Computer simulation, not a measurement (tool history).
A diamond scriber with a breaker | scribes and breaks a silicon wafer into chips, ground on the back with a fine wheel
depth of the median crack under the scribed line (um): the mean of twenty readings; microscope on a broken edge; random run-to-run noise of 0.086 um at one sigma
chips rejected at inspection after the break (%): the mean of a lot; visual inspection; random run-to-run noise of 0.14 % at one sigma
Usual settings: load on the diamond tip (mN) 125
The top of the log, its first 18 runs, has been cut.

run	hour	load on the diamond tip (mN)	wafers since the last listed run	hours since the diamond tip was replaced	hours since the load on the tip was calibrated	incoming depth of the damage left on the back of the incoming wafer, um	depth of the median crack under the scribed line (um)	chips rejected at inspection after the break (%)
19	827.3	159	127	1172.4	1128.8	2.81	9.31	9.02
# hour 850.4: diamond tip replaced by a new one, of another model than before
20	862.1	92	61	11.7	1163.6	2.84	6.34	23.98
21	900.1	151	70	49.7	1201.6	2.72	8.69	5.43
22	929.7	125	55	79.3	1231.2	1.66	7.67	2.01
23	983.8	106	100	133.4	1285.3	2.86	6.94	13.43
24	1041.4	125	107	191	1342.9	1.52	7.76	1.8
25	1095.9	97	101	245.5	1397.4	1.56	6.58	13.9
26	1164.6	115	128	314.2	1466.1	2.04	7.26	5.15
# hour 1175.4: load on the tip recalibrated
27	1188.8	160	41	338.4	13.4	2.63	9.31	9.48
28	1247.9	148	110	397.5	72.5	2.8	9.12	6.5
29	1299.6	156	96	449.2	124.2	2.01	9.26	6.89
30	1370.4	138	131	520	195	2.03	8.52	2.62
31	1539.2	112	314	688.8	363.8	1.99	7.23	5.05
32	1593	110	100	742.6	417.6	2.8	7.31	8.91
33	1656	125	117	805.6	480.6	2.58	7.88	3.69
34	1717.7	163	114	867.3	542.3	2.5	9.21	8.78

Branching from run 34: 5 alternative next runs. What would each branch give?
A	1718.3	125	1	867.9	542.9	1.64	?	?
B	1718.3	109	1	867.9	542.9	1.64	?	?
C	1718.3	111	1	867.9	542.9	1.64	?	?
D	1718.3	107	1	867.9	542.9	1.64	?	?
E	1718.3	91	1	867.9	542.9	1.64	?	?

run	depth of the median crack under the scribed line (um)	chips rejected at inspection after the break (%)
A	7.93	1.51
B	7.27	5.5
C	7.35	4.72
D	7.18	6.38
E	6.49	16.78
With no hidden state in the tool, these same runs would have given:
run	depth of the median crack under the scribed line (um)	chips rejected at inspection after the break (%)
A	8.15	1.22
B	7.47	3.75
C	7.56	3.15
D	7.38	4.45
E	6.67	13.52
